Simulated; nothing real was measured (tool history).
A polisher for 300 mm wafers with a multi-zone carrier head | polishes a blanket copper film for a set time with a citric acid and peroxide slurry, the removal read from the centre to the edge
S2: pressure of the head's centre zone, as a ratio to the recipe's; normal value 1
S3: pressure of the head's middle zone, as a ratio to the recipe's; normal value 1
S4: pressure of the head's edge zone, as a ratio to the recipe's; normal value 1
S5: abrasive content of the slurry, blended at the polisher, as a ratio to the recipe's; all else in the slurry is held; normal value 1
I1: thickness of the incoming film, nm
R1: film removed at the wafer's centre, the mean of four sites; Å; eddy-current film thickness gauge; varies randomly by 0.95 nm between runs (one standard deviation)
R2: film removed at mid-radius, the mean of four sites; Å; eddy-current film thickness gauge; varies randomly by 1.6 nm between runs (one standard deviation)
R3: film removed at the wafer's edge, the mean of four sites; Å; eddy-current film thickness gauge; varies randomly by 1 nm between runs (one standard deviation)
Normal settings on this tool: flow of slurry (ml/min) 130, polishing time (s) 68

{"run": 1, "hour": 0.0, "flow of slurry (ml/min)": 130, "S2": 1, "S3": 1, "S4": 1, "S5": 0.95, "polishing time (s)": 80, "I1": 1135.7, "R1": 1404, "R2": 1373, "R3": 1382}
{"run": 2, "hour": 40.9, "flow of slurry (ml/min)": 130, "S2": 1, "S3": 1, "S4": 1.04, "S5": 1, "polishing time (s)": 68, "I1": 1127.9, "R1": 1176, "R2": 1147, "R3": 1176}
{"run": 3, "hour": 91.6, "flow of slurry (ml/min)": 130, "S2": 1, "S3": 1, "S4": 1.04, "S5": 1, "polishing time (s)": 68, "I1": 1122.5, "R1": 1160, "R2": 1166, "R3": 1173}
{"run": 4, "hour": 125.5, "flow of slurry (ml/min)": 130, "S2": 1, "S3": 1, "S4": 1.04, "S5": 1, "polishing time (s)": 68, "I1": 1138.5, "R1": 1153, "R2": 1132, "R3": 1179}
{"run": 5, "hour": 303.0, "flow of slurry (ml/min)": 130, "S2": 1, "S3": 1, "S4": 1, "S5": 1, "polishing time (s)": 83, "I1": 1148.5, "R1": 1351, "R2": 1365, "R3": 1400}
{"run": 6, "hour": 366.5, "flow of slurry (ml/min)": 110, "S2": 1.1, "S3": 1, "S4": 1, "S5": 0.8, "polishing time (s)": 68, "I1": 1140.1, "R1": 1122, "R2": 1028, "R3": 1068}
{"run": 7, "hour": 419.6, "flow of slurry (ml/min)": 130, "S2": 0.93, "S3": 0.9, "S4": 1, "S5": 1, "polishing time (s)": 68, "I1": 1148.5, "R1": 1038, "R2": 1009, "R3": 1131}
{"run": 8, "hour": 476.0, "flow of slurry (ml/min)": 130, "S2": 0.96, "S3": 1, "S4": 1.08, "S5": 0.7, "polishing time (s)": 76, "I1": 1154, "R1": 1125, "R2": 1200, "R3": 1233}
{"run": 9, "hour": 540.6, "flow of slurry (ml/min)": 130, "S2": 1, "S3": 1, "S4": 1, "S5": 0.95, "polishing time (s)": 80, "I1": 1147.1, "R1": 1298, "R2": 1313, "R3": 1310}
{"run": 10, "hour": 594.1, "flow of slurry (ml/min)": 130, "S2": 1, "S3": 1, "S4": 1, "S5": 1, "polishing time (s)": 68, "I1": 1132.8, "R1": 1104, "R2": 1112, "R3": 1139}
{"run": 11, "hour": 625.5, "flow of slurry (ml/min)": 130, "S2": 1, "S3": 1, "S4": 0.9, "S5": 1.3, "polishing time (s)": 68, "I1": 1165.8, "R1": 1163, "R2": 1150, "R3": 1116}
{"run": 12, "hour": 695.7, "flow of slurry (ml/min)": 130, "S2": 1, "S3": 1, "S4": 1.04, "S5": 1, "polishing time (s)": 68, "I1": 1119.9, "R1": 1167, "R2": 1153, "R3": 1203}
{"run": 13, "hour": 741.5, "flow of slurry (ml/min)": 130, "S2": 1, "S3": 0.91, "S4": 1, "S5": 1, "polishing time (s)": 68, "I1": 1132, "R1": 1168, "R2": 1099, "R3": 1171}
{"run": 14, "hour": 795.0, "flow of slurry (ml/min)": 95, "S2": 1.12, "S3": 1, "S4": 1, "S5": 0.8, "polishing time (s)": 57, "I1": 1124.4, "R1": 934, "R2": 844, "R3": 879}
{"run": 15, "hour": 823.1, "flow of slurry (ml/min)": 130, "S2": 1, "S3": 1, "S4": 1, "S5": 0.75, "polishing time (s)": 68, "I1": 1126.3, "R1": 1123, "R2": 1086, "R3": 1108}
{"run": 16, "hour": 847.6, "flow of slurry (ml/min)": 130, "S2": 1, "S3": 1, "S4": 1, "S5": 1, "polishing time (s)": 68, "I1": 1137.5, "R1": 1154, "R2": 1162, "R3": 1159}
{"run": 17, "hour": 878.2, "flow of slurry (ml/min)": 130, "S2": 1, "S3": 1.11, "S4": 1, "S5": 1.25, "polishing time (s)": 68, "I1": 1157.7, "R1": 1180, "R2": 1320, "R3": 1189}
{"run": 18, "hour": 910.7, "flow of slurry (ml/min)": 130, "S2": 1, "S3": 1.08, "S4": 1.09, "S5": 1, "polishing time (s)": 68, "I1": 1154.3, "R1": 1139, "R2": 1212, "R3": 1179}
{"run": 19, "hour": 964.8, "flow of slurry (ml/min)": 130, "S2": 1.03, "S3": 1, "S4": 0.91, "S5": 1, "polishing time (s)": 68, "I1": 1151.6, "R1": 1193, "R2": 1151, "R3": 1091}
{"run": 20, "hour": 1024.5, "flow of slurry (ml/min)": 130, "S2": 1, "S3": 1, "S4": 1, "S5": 1, "polishing time (s)": 68, "I1": 1157, "R1": 1141, "R2": 1150, "R3": 1141}
{"run": 21, "hour": 1077.5, "flow of slurry (ml/min)": 130, "S2": 1.08, "S3": 1, "S4": 0.96, "S5": 1, "polishing time (s)": 68, "I1": 1140, "R1": 1211, "R2": 1121, "R3": 1135}
{"run": 22, "hour": 1122.3, "flow of slurry (ml/min)": 130, "S2": 1, "S3": 1, "S4": 1, "S5": 1.1, "polishing time (s)": 68, "I1": 1145.3, "R1": 1139, "R2": 1157, "R3": 1151}

The log once held 8 entries between its listed runs, left out of this copy. Where does each go, and what is different about the tool's unlogged condition between the listed run before it and the listed run after it?
In the gap between runs 4 and 5: carrier head's membrane replaced by a new one (hour 173.1); centre zone pressure recalibrated (hour 205.6)
  slurry flow missing at the pad, %: 12.3 -> 18.4
  measured value less the no-hidden-state value, R1: -45 -> -86 Å; R2: -39 -> -76 Å; R3: -28 -> -54 Å
In the gap between runs 5 and 6: worn pad replaced by a new one (hour 328.2)
  slurry flow missing at the pad, %: 18.4 -> 19.7
  measured value less the no-hidden-state value, R1: -86 -> -94 Å; R2: -76 -> -74 Å; R3: -54 -> -51 Å
In the gap between runs 11 and 12: slurry nozzle cleaned (hour 640.4); worn pad replaced by a new one (hour 669.3)
  slurry flow missing at the pad, %: 22.4 -> 4.31
  measured value less the no-hidden-state value, R1: -97 -> -14 Å; R2: -83 -> -13 Å; R3: -55 -> -9 Å
In the gap between runs 12 and 13: edge zone pressure recalibrated (hour 717.9)
  slurry flow missing at the pad, %: 4.31 -> 7.13
  measured value less the no-hidden-state value, R1: -14 -> -24 Å; R2: -13 -> -21 Å; R3: -9 -> -15 Å
In the gap between runs 19 and 20: worn pad replaced by a new one (hour 1021.9)
  slurry flow missing at the pad, %: 15.1 -> 16.3
  measured value less the no-hidden-state value, R1: -59 -> -62 Å; R2: -50 -> -55 Å; R3: -33 -> -38 Å
In the gap between runs 20 and 21: centre zone pressure recalibrated (hour 1027.7)
  slurry flow missing at the pad, %: 16.3 -> 17.1
  measured value less the no-hidden-state value, R1: -62 -> -70 Å; R2: -55 -> -57 Å; R3: -38 -> -40 Å

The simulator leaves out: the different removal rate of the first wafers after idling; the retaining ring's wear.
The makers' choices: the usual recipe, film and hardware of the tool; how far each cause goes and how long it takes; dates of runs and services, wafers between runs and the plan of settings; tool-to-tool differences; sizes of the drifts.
